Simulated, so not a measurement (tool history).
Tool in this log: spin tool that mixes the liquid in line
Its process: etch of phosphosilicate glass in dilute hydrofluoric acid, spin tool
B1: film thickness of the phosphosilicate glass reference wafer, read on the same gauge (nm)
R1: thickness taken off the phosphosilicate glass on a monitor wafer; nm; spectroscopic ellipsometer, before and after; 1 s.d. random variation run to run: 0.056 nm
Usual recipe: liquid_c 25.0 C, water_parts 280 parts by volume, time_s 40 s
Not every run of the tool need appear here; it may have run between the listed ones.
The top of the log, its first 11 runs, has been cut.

run 12 day=21.342 | liquid_c=25.0 water_parts=280 time_s=40 | B1=40.01 | R1=12.39
-- day=22.708 thermometer replaced
run 13 day=23.200 | liquid_c=25.0 water_parts=280 time_s=40 | B1=40.01 | R1=12.30
run 14 day=24.375 | liquid_c=25.0 water_parts=280 time_s=40 | B1=40.00 | R1=12.29
run 15 day=26.554 | liquid_c=25.0 water_parts=280 time_s=40 | B1=40.00 | R1=12.36
run 16 day=32.167 | liquid_c=25.0 water_parts=280 time_s=40 | B1=39.99 | R1=12.39
run 17 day=34.929 | liquid_c=22.0 water_parts=280 time_s=20 | B1=40.01 | R1=5.63
run 18 day=36.379 | liquid_c=25.0 water_parts=395 time_s=15 | B1=39.99 | R1=3.00
run 19 day=39.358 | liquid_c=25.0 water_parts=155 time_s=55 | B1=40.01 | R1=35.17
run 20 day=42.279 | liquid_c=25.0 water_parts=280 time_s=40 | B1=40.00 | R1=12.59
run 21 day=44.012 | liquid_c=25.0 water_parts=280 time_s=55 | B1=39.99 | R1=17.36
-- day=44.721 gauge calibrated
-- day=46.525 hydrofluoric acid flow meter replaced
run 22 day=47.467 | liquid_c=28.0 water_parts=160 time_s=55 | B1=40.02 | R1=36.74
run 23 day=49.067 | liquid_c=25.0 water_parts=280 time_s=40 | B1=40.01 | R1=11.96
run 24 day=51.396 | liquid_c=25.0 water_parts=280 time_s=25 | B1=39.99 | R1=7.58
run 25 day=60.154 | liquid_c=25.0 water_parts=185 time_s=15 | B1=40.00 | R1=7.70
run 26 day=62.367 | liquid_c=25.0 water_parts=405 time_s=40 | B1=40.02 | R1=7.50
run 27 day=64.088 | liquid_c=27.0 water_parts=365 time_s=55 | B1=39.98 | R1=12.65
run 28 day=65.821 | liquid_c=27.5 water_parts=370 time_s=20 | B1=40.00 | R1=4.63
run 29 day=67.988 | liquid_c=23.5 water_parts=200 time_s=25 | B1=40.00 | R1=11.03
run 30 day=69.900 | liquid_c=30.0 water_parts=280 time_s=25 | B1=39.98 | R1=9.05
run 31 day=72.317 | liquid_c=25.0 water_parts=365 time_s=20 | B1=39.98 | R1=4.36
-- day=74.625 thermometer replaced
run 32 day=74.679 | liquid_c=27.0 water_parts=280 time_s=30 | B1=40.00 | R1=9.89
run 33 day=76.183 | liquid_c=25.0 water_parts=365 time_s=20 | B1=40.01 | R1=4.37

Consider 3 possible next runs. They are alternatives, not a sequence: every one starts from the tool as it was left by run 33. What does each give?
run A day=76.200 | liquid_c=25.0 water_parts=280 time_s=40 | B1=? | R1=?
run B day=76.200 | liquid_c=20.5 water_parts=410 time_s=40 | B1=? | R1=?
run C day=76.200 | liquid_c=25.0 water_parts=210 time_s=20 | B1=? | R1=?

run=A B1=40.00 R1=12.48
run=B B1=40.00 R1=6.49
run=C B1=40.00 R1=8.94
Take away the tool's hidden state, keep each run's random variation, and the runs would have read:
run=A R1=12.11
run=B R1=6.29
run=C R1=8.69
